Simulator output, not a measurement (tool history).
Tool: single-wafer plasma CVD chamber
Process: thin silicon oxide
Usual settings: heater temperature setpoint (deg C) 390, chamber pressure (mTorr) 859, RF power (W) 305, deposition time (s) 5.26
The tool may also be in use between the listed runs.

run,hour,heater temperature setpoint (deg C),chamber pressure (mTorr),RF power (W),deposition time (s),wafers since the last listed run,hours since the last thermocouple change,hours since the last RF generator calibration,hours since the last manometer calibration,hours since the showerhead was replaced,hours since the gauge calibration,"read-back reference wafer on the same gauge, thickness_nm",mean film thickness on the monitor wafer (nm)
1,0.0,390,859,305,5.26,0,1151.2,1698.3,47.3,298.1,311.6,9.906,10.277
# hour 11.9: RF generator calibrated
2,56.4,390,859,305,4.60,1226,1207.6,44.5,103.7,354.5,368.0,9.898,8.881
3,86.4,390,859,305,4.60,760,1237.6,74.5,133.7,384.5,398.0,9.902,8.878
# hour 114.2: thermocouple changed; heater temperature recalibrated
4,153.1,390,859,305,4.61,1487,38.9,141.2,200.4,451.2,464.7,9.899,8.874
5,205.9,399,859,250,6.19,1337,91.7,194.0,253.2,504.0,517.5,9.905,11.297
6,244.1,390,707,305,5.26,967,129.9,232.2,291.4,542.2,555.7,9.904,8.117
7,298.7,390,859,305,5.26,1383,184.5,286.8,346.0,596.8,610.3,9.897,10.115
8,338.7,390,859,340,5.58,1013,224.5,326.8,386.0,636.8,650.3,9.910,10.965
9,407.0,390,859,305,5.26,1730,292.8,395.1,454.3,705.1,718.6,9.894,10.069
10,455.6,390,859,275,6.13,1231,341.4,443.7,502.9,753.7,767.2,9.901,11.534
11,505.6,390,951,305,4.46,1266,391.4,493.7,552.9,803.7,817.2,9.904,9.406
# hour 549.9: RF generator calibrated, repeated, since the last time left the tool worse
12,550.9,390,941,305,5.82,944,436.7,1.0,598.2,849.0,862.5,9.895,12.464
13,604.4,390,668,340,5.26,1355,490.2,54.5,651.7,902.5,916.0,9.902,7.959
14,651.4,390,952,305,5.26,1190,537.2,101.5,698.7,949.5,963.0,9.893,11.414
15,767.5,390,859,305,5.26,2941,653.3,217.6,814.8,1065.6,1079.1,9.898,10.388
16,803.5,396,859,245,5.26,912,689.3,253.6,850.8,1101.6,1115.1,9.905,9.897
17,860.9,390,859,305,5.26,1454,746.7,311.0,908.2,1159.0,1172.5,9.899,10.308
18,902.6,390,859,305,5.26,1056,788.4,352.7,949.9,1200.7,1214.2,9.906,10.364
19,933.9,390,859,305,4.96,792,819.7,384.0,981.2,1232.0,1245.5,9.899,9.665
20,966.9,390,859,305,5.26,836,852.7,417.0,1014.2,1265.0,1278.5,9.906,10.337
21,1134.7,390,859,305,4.72,4251,1020.5,584.8,1182.0,1432.8,1446.3,9.904,9.316
# hour 1180.7: thermocouple changed; heater temperature recalibrated
22,1192.2,397,670,320,6.05,1254,11.5,642.3,1239.5,1490.3,1503.8,9.901,9.031
# hour 1258.3: capacitance manometer re-zeroed and calibrated
23,1285.4,390,763,305,5.26,2158,104.7,735.5,27.1,1583.5,1597.0,9.898,9.137
24,1344.1,390,859,305,5.26,1487,163.4,794.2,85.8,1642.2,1655.7,9.904,10.317
25,1394.9,386,859,305,5.26,1286,214.2,845.0,136.6,1693.0,1706.5,9.894,10.336
26,1460.9,390,859,305,5.26,1672,280.2,911.0,202.6,1759.0,1772.5,9.890,10.319
27,1526.4,390,859,355,5.26,1659,345.7,976.5,268.1,1824.5,1838.0,9.904,10.713

Forecast each of these 5 alternatives for the next run:
A,1526.8,390,859,305,5.26,10,346.1,976.9,268.5,1824.9,1838.4,?,?
B,1526.8,405,859,365,4.99,10,346.1,976.9,268.5,1824.9,1838.4,?,?
C,1526.8,390,666,305,4.44,10,346.1,976.9,268.5,1824.9,1838.4,?,?
D,1526.8,390,1071,305,4.66,10,346.1,976.9,268.5,1824.9,1838.4,?,?
E,1526.8,382,859,270,5.26,10,346.1,976.9,268.5,1824.9,1838.4,?,?

run,"read-back reference wafer on the same gauge, thickness_nm",mean film thickness on the monitor wafer (nm)
A,9.904,10.373
B,9.904,10.181
C,9.904,6.518
D,9.904,11.102
E,9.904,10.125
Without the tool's hidden state the same runs would have given:
run,mean film thickness on the monitor wafer (nm)
A,10.429
B,10.234
C,6.553
D,11.161
E,10.182
